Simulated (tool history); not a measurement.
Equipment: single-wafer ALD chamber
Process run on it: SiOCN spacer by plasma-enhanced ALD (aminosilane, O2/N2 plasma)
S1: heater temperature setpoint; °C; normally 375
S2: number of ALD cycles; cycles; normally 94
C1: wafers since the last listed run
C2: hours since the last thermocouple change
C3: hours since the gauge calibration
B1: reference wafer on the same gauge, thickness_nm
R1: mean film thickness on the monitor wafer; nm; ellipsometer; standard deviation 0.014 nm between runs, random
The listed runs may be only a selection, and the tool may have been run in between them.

run,hour,S1,S2,C1,C2,C3,B1,R1
1,0,375,94,0,1609.3,195,4.645,5.68
2,15.3,375,94,31,1624.6,210.3,4.644,5.662
3,27.1,375,94,24,1636.4,222.1,4.652,5.683
4,40.5,375,94,27,1649.8,235.5,4.653,5.691
# hour 45.7: gauge calibrated
5,48.8,375,94,17,1658.1,3.1,4.613,5.643
6,61.7,382,94,26,1671,16,4.615,5.675
7,73.1,382,94,23,1682.4,27.4,4.613,5.634
8,87.8,375,94,30,1697.1,42.1,4.611,5.659
9,101.7,375,94,28,1711,56,4.612,5.648
10,130.9,375,94,60,1740.2,85.2,4.616,5.663
11,145.4,365,94,29,1754.7,99.7,4.624,5.645
12,155.9,375,108,21,1765.2,110.2,4.623,6.494
13,165.4,375,108,19,1774.7,119.7,4.621,6.494
14,178.8,375,108,27,1788.1,133.1,4.626,6.52
15,191.6,375,94,26,1800.9,145.9,4.631,5.632
16,206.2,375,94,30,1815.5,160.5,4.631,5.698
17,216.4,375,94,20,1825.7,170.7,4.63,5.639
18,231.3,386,94,30,1840.6,185.6,4.633,5.687
19,243.3,386,94,24,1852.6,197.6,4.64,5.685
20,253.8,375,103,21,1863.1,208.1,4.636,6.228
21,271.4,375,87,36,1880.7,225.7,4.641,5.245
# hour 287.2: gauge calibrated
# hour 288.7: thermocouple changed; heater temperature recalibrated
22,289.2,375,107,20,0.5,2,4.63,6.43
23,296.6,375,94,15,7.9,9.4,4.63,5.655
24,309.7,369,79,26,21,22.5,4.629,4.767
25,326.6,375,94,34,37.9,39.4,4.636,5.679
26,333.9,360,94,15,45.2,46.7,4.634,5.669
27,341.3,375,86,15,52.6,54.1,4.628,5.174
28,350,381,83,17,61.3,62.8,4.633,4.987
29,357.6,375,94,15,68.9,70.4,4.634,5.669
30,368.6,375,80,22,79.9,81.4,4.63,4.849
31,377,387,94,17,88.3,89.8,4.63,5.702
32,423.1,369,101,94,134.4,135.9,4.639,6.119
33,472.2,375,94,100,183.5,185,4.652,5.695
34,479.5,370,106,15,190.8,192.3,4.646,6.415
35,491,375,94,23,202.3,203.8,4.656,5.69
36,499.9,370,82,18,211.2,212.7,4.65,4.976
37,509,369,106,18,220.3,221.8,4.657,6.455
38,517.7,369,103,17,229,230.5,4.66,6.211
39,533.3,361,83,32,244.6,246.1,4.666,5.043
40,548.8,375,99,31,260.1,261.6,4.665,6.052

Per-run results on a tool with no hidden state, each run keeping its own random variation:
Unlogged tool condition in this case: wafer temperature above the value expected at the setpoint (K); gauge reads high (%).
run,R1
1,5.651
2,5.628
3,5.646
4,5.649
5,5.651
6,5.684
7,5.642
8,5.666
9,5.654
10,5.666
11,5.646
12,6.493
13,6.491
14,6.514
15,5.625
16,5.687
17,5.626
18,5.67
19,5.664
20,6.202
21,5.218
22,6.418
23,5.644
24,4.758
25,5.667
26,5.657
27,5.162
28,4.975
29,5.655
30,4.836
31,5.685
32,6.093
33,5.659
34,6.372
35,5.649
36,4.938
37,6.402
38,6.156
39,4.993
40,5.987
